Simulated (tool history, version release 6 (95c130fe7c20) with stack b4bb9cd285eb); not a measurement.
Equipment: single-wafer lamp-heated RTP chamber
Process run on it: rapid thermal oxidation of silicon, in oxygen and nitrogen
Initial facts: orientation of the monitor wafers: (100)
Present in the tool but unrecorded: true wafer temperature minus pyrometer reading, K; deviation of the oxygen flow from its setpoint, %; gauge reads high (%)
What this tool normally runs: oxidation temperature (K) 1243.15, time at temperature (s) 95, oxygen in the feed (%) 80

run	hour	oxidation temperature (K)	time at temperature (s)	oxygen in the feed (%)	wafers since the last listed run	wafers since the last pyrometer calibration	hours since the oxygen flow controller was replaced	hours since the gauge calibration	read-back reference wafer on the same gauge, thickness	oxide thickness on the monitor wafer (nm)
1	0.0	1243.15	95	80	0	595	3198.5	135.1	4.933	5.442
2	15.0	1243.15	95	80	192	788	3213.5	150.1	4.927	5.448
3	29.0	1243.15	116	80	179	967	3227.5	164.1	4.929	5.958
4	59.4	1243.15	116	80	389	1357	3257.9	194.5	4.936	5.936
5	75.6	1243.15	116	80	207	1565	3274.1	210.7	4.929	5.986
6	95.4	1243.15	95	98	253	1819	3293.9	230.5	4.927	5.846
7	107.7	1243.15	95	98	157	1977	3306.2	242.8	4.928	5.846
8	128.3	1243.15	129	80	264	2241	3326.8	263.4	4.931	6.257
9	144.8	1243.15	129	80	211	2452	3343.3	279.9	4.929	6.256
10	164.9	1243.15	95	80	257	2710	3363.4	300.0	4.936	5.460
11	194.1	1243.15	95	80	374	3085	3392.6	329.2	4.929	5.447
12	225.7	1243.15	95	80	405	3490	3424.2	360.8	4.928	5.439
13	238.5	1243.15	95	80	164	3654	3437.0	373.6	4.929	5.476
14	253.5	1243.15	95	97	192	3847	3452.0	388.6	4.929	5.822
# hour 284.3: pyrometer window cleaned and pyrometer calibrated
15	289.1	1243.15	95	97	353	61	3487.6	424.2	4.930	5.818
16	303.2	1257.15	115	71	180	242	3501.7	438.3	4.936	6.324
17	333.1	1216.15	131	98	383	626	3531.6	468.2	4.930	5.486
# hour 340.6: gauge calibrated
18	358.6	1243.15	95	80	327	953	3557.1	18.0	4.933	5.460
19	387.7	1243.15	81	56	373	1326	3586.2	47.1	4.933	4.529
# hour 418.7: oxygen flow controller replaced
20	419.2	1243.15	52	80	301	1627	0.5	78.6	4.926	4.247
21	442.8	1243.15	137	98	302	1930	24.1	102.2	4.927	6.891
22	469.3	1265.15	115	98	339	2270	50.6	128.7	4.931	7.514
23	486.9	1226.15	95	55	225	2496	68.2	146.3	4.928	4.261
24	506.4	1232.15	95	80	250	2746	87.7	165.8	4.930	5.029
25	535.3	1258.15	95	57	370	3116	116.6	194.7	4.928	5.434
26	562.1	1218.15	138	80	343	3460	143.4	221.5	4.935	5.325
27	579.8	1243.15	135	80	227	3687	161.1	239.2	4.925	6.377
28	609.1	1243.15	139	98	375	4063	190.4	268.5	4.928	6.935
29	636.3	1243.15	120	80	348	4412	217.6	295.7	4.929	6.056
# hour 654.8: pyrometer window cleaned and pyrometer calibrated
30	659.0	1243.15	95	80	188	54	240.3	318.4	4.927	5.461
31	693.1	1258.15	95	57	437	491	274.4	352.5	4.931	5.414

3 ways to go on from here, each from the tool as it stands after run 31. What would each give?
A	693.5	1243.15	95	80	5	496	274.8	352.9	?	?
B	693.5	1266.15	117	80	5	496	274.8	352.9	?	?
C	693.5	1243.15	123	98	5	496	274.8	352.9	?	?

run	read-back reference wafer on the same gauge, thickness	oxide thickness on the monitor wafer (nm)
A	4.936	5.445
B	4.936	7.101
C	4.936	6.553
Had the tool no hidden state, the same runs would have come out as:
run	oxide thickness on the monitor wafer (nm)
A	5.445
B	7.101
C	6.553
